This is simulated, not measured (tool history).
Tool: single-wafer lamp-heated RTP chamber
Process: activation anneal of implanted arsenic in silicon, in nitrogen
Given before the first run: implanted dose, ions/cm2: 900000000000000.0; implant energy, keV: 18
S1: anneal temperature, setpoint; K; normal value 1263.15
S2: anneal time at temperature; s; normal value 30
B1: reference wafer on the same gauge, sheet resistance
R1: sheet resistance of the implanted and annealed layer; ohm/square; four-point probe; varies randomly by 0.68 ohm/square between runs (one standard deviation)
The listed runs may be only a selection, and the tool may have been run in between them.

Run 1, day 0: usual settings; B1 139.09. Result: R1 152.98 ohm/square.
Run 2, day 1.167: usual settings; B1 138.81. Result: R1 152.13 ohm/square.
At day 3.588: gauge calibrated.
Run 3, day 5.408: usual settings; B1 138.9. Result: R1 151.09 ohm/square.
At day 6.083: reflector plate cleaned.
Run 4, day 6.683: usual settings; B1 138.77. Result: R1 152.24 ohm/square.
Run 5, day 7.217: usual settings; B1 138.72. Result: R1 151.4 ohm/square.
Run 6, day 8.025: usual settings; B1 138.9. Result: R1 151.02 ohm/square.
Run 7, day 9.071: usual settings; B1 139.05. Result: R1 151.64 ohm/square.
Run 8, day 9.7: usual settings; B1 139.12. Result: R1 152.43 ohm/square.
Run 9, day 10.762: usual settings but S1 1274.15 K, S2 38 s; B1 138.72. Result: R1 144.91 ohm/square.
Run 10, day 11.771: usual settings but S1 1274.15 K, S2 38 s; B1 139.23. Result: R1 144.95 ohm/square.
Run 11, day 12.921: usual settings but S1 1274.15 K, S2 38 s; B1 138.74. Result: R1 145.57 ohm/square.
Run 12, day 14.208: usual settings but S1 1278.15 K, S2 21 s; B1 139.21. Result: R1 150.52 ohm/square.
Run 13, day 15.446: usual settings but S1 1234.15 K, S2 18 s; B1 139.15. Result: R1 170.06 ohm/square.
Run 14, day 16.325: usual settings but S1 1293.15 K, S2 36 s; B1 139.21. Result: R1 138.65 ohm/square.
At day 17.012: gauge calibrated.
Run 15, day 17.746: usual settings; B1 139.25. Result: R1 152.31 ohm/square.
Run 16, day 19.171: usual settings; B1 138.95. Result: R1 151.89 ohm/square.
At day 19.825: pyrometer window cleaned and pyrometer calibrated.
Run 17, day 19.846: usual settings; B1 138.92. Result: R1 153.07 ohm/square.
At day 21.196: reflector plate cleaned.
Run 18, day 23.292: usual settings but S1 1278.15 K, S2 21 s; B1 138.96. Result: R1 150.85 ohm/square.
Run 19, day 24.267: usual settings but S1 1251.15 K, S2 22 s; B1 139.01. Result: R1 160.91 ohm/square.
Run 20, day 25.221: usual settings but S1 1285.15 K, S2 35 s; B1 138.94. Result: R1 142.03 ohm/square.
Run 21, day 25.925: usual settings but S1 1244.15 K, S2 16 s; B1 138.79. Result: R1 167.66 ohm/square.
Run 22, day 27.296: usual settings but S1 1281.15 K, S2 23 s; B1 139.06. Result: R1 149.45 ohm/square.
Run 23, day 28.342: usual settings but S1 1280.15 K, S2 42 s; B1 138.77. Result: R1 141.91 ohm/square.

Branching from run 23: 3 alternative next runs. What would each branch give?
Run A, day 28.358: usual settings; B1 ?. Result: R1 ?.
Run B, day 28.358: usual settings but S1 1278.15 K, S2 25 s; B1 ?. Result: R1 ?.
Run C, day 28.358: usual settings but S1 1252.15 K, S2 36 s; B1 ?. Result: R1 ?.

run      B1      R1
  A  138.84  152.88
  B  138.84  149.56
  C  138.84  154.87
The same runs, with their run-to-run variation unchanged, on a tool lacking any hidden condition would have given:
run      R1
  A  152.88
  B  149.56
  C  154.87
